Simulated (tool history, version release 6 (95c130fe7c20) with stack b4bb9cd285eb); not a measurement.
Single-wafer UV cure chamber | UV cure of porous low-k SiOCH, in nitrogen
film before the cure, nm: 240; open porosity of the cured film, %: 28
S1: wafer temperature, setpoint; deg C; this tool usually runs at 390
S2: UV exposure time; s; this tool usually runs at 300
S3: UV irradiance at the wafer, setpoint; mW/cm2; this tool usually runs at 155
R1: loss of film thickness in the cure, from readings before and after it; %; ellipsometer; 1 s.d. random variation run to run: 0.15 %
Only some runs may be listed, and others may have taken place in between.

{"run": 1, "hour": 0.0, "S1": 386, "S2": 300, "S3": 183, "R1": 17.643}
{"hour": 41.0, "done": "quartz window cleaned"}
{"run": 2, "hour": 48.2, "S1": 386, "S2": 300, "S3": 183, "R1": 17.57}
{"run": 3, "hour": 78.0, "S1": 386, "S2": 300, "S3": 183, "R1": 17.681}
{"run": 4, "hour": 107.3, "S1": 378, "S2": 300, "S3": 155, "R1": 16.675}
{"run": 5, "hour": 131.8, "S1": 378, "S2": 300, "S3": 155, "R1": 16.734}
{"run": 6, "hour": 181.4, "S1": 378, "S2": 300, "S3": 155, "R1": 16.925}
{"run": 7, "hour": 253.0, "S1": 390, "S2": 300, "S3": 155, "R1": 16.948}
{"run": 8, "hour": 308.6, "S1": 390, "S2": 300, "S3": 180, "R1": 17.523}
{"run": 9, "hour": 378.3, "S1": 390, "S2": 300, "S3": 155, "R1": 16.753}
{"run": 10, "hour": 439.6, "S1": 390, "S2": 300, "S3": 155, "R1": 16.983}
{"run": 11, "hour": 477.0, "S1": 390, "S2": 300, "S3": 155, "R1": 16.901}
{"hour": 518.1, "done": "quartz window cleaned"}
{"run": 12, "hour": 534.0, "S1": 390, "S2": 300, "S3": 155, "R1": 17.05}
{"run": 13, "hour": 564.4, "S1": 390, "S2": 300, "S3": 155, "R1": 16.756}
{"run": 14, "hour": 629.0, "S1": 390, "S2": 300, "S3": 155, "R1": 16.888}
{"run": 15, "hour": 696.4, "S1": 390, "S2": 300, "S3": 155, "R1": 16.834}
{"run": 16, "hour": 725.5, "S1": 390, "S2": 300, "S3": 155, "R1": 16.825}
{"run": 17, "hour": 773.1, "S1": 385, "S2": 300, "S3": 155, "R1": 16.6}
{"run": 18, "hour": 826.9, "S1": 385, "S2": 300, "S3": 155, "R1": 16.921}
{"run": 19, "hour": 859.0, "S1": 390, "S2": 300, "S3": 155, "R1": 16.853}
{"run": 20, "hour": 915.4, "S1": 390, "S2": 300, "S3": 155, "R1": 16.746}
{"run": 21, "hour": 970.3, "S1": 390, "S2": 300, "S3": 155, "R1": 16.774}
{"hour": 1003.8, "done": "quartz window cleaned"}
{"run": 22, "hour": 1024.3, "S1": 390, "S2": 300, "S3": 155, "R1": 17.153}
{"run": 23, "hour": 1170.8, "S1": 399, "S2": 300, "S3": 155, "R1": 17.215}
{"run": 24, "hour": 1198.3, "S1": 374, "S2": 215, "S3": 172, "R1": 15.581}
{"run": 25, "hour": 1224.0, "S1": 396, "S2": 180, "S3": 122, "R1": 13.46}
{"hour": 1243.7, "done": "UV bulbs replaced"}
{"run": 26, "hour": 1260.9, "S1": 385, "S2": 180, "S3": 155, "R1": 14.283}
{"run": 27, "hour": 1332.7, "S1": 378, "S2": 390, "S3": 175, "R1": 18.619}
{"run": 28, "hour": 1370.8, "S1": 382, "S2": 300, "S3": 155, "R1": 17.041}
{"run": 29, "hour": 1403.3, "S1": 390, "S2": 300, "S3": 155, "R1": 16.86}
{"run": 30, "hour": 1454.1, "S1": 390, "S2": 300, "S3": 155, "R1": 17.112}
{"run": 31, "hour": 1484.2, "S1": 390, "S2": 300, "S3": 155, "R1": 17.077}
{"run": 32, "hour": 1519.3, "S1": 390, "S2": 380, "S3": 155, "R1": 18.164}
{"hour": 1535.8, "done": "quartz window cleaned"}
{"run": 33, "hour": 1559.1, "S1": 378, "S2": 390, "S3": 175, "R1": 18.704}
{"run": 34, "hour": 1610.6, "S1": 403, "S2": 300, "S3": 155, "R1": 17.106}
{"run": 35, "hour": 1671.2, "S1": 390, "S2": 300, "S3": 155, "R1": 16.8}
{"run": 36, "hour": 1712.2, "S1": 375, "S2": 300, "S3": 155, "R1": 16.776}
{"run": 37, "hour": 1773.1, "S1": 390, "S2": 300, "S3": 155, "R1": 16.856}
{"run": 38, "hour": 1839.5, "S1": 390, "S2": 240, "S3": 132, "R1": 14.839}
{"run": 39, "hour": 1905.5, "S1": 374, "S2": 300, "S3": 155, "R1": 16.549}
{"hour": 1945.8, "done": "quartz window cleaned"}
{"run": 40, "hour": 1946.3, "S1": 390, "S2": 195, "S3": 155, "R1": 14.754}
{"run": 41, "hour": 2005.4, "S1": 383, "S2": 460, "S3": 117, "R1": 17.331}
{"run": 42, "hour": 2074.6, "S1": 404, "S2": 215, "S3": 195, "R1": 16.549}
{"run": 43, "hour": 2136.7, "S1": 390, "S2": 300, "S3": 155, "R1": 16.915}
{"run": 44, "hour": 2170.8, "S1": 390, "S2": 300, "S3": 125, "R1": 15.673}
{"run": 45, "hour": 2205.7, "S1": 390, "S2": 120, "S3": 155, "R1": 12.35}
{"run": 46, "hour": 2410.3, "S1": 390, "S2": 160, "S3": 136, "R1": 13.363}

Consider 5 possible next runs. They are alternatives, not a sequence: every one starts from the tool as it was left by run 46. What does each give?
{"run": "A", "hour": 2410.8, "S1": 390, "S2": 300, "S3": 155, "R1": "?"}
{"run": "B", "hour": 2410.8, "S1": 404, "S2": 170, "S3": 168, "R1": "?"}
{"run": "C", "hour": 2410.8, "S1": 397, "S2": 175, "S3": 172, "R1": "?"}
{"run": "D", "hour": 2410.8, "S1": 378, "S2": 390, "S3": 173, "R1": "?"}
{"run": "E", "hour": 2410.8, "S1": 390, "S2": 300, "S3": 184, "R1": "?"}

run=A R1=17.011
run=B R1=14.797
run=C R1=14.927
run=D R1=18.682
run=E R1=17.895
Take away the tool's hidden state, keep each run's random variation, and the runs would have read:
run=A R1=17.011
run=B R1=14.797
run=C R1=14.927
run=D R1=18.682
run=E R1=17.895
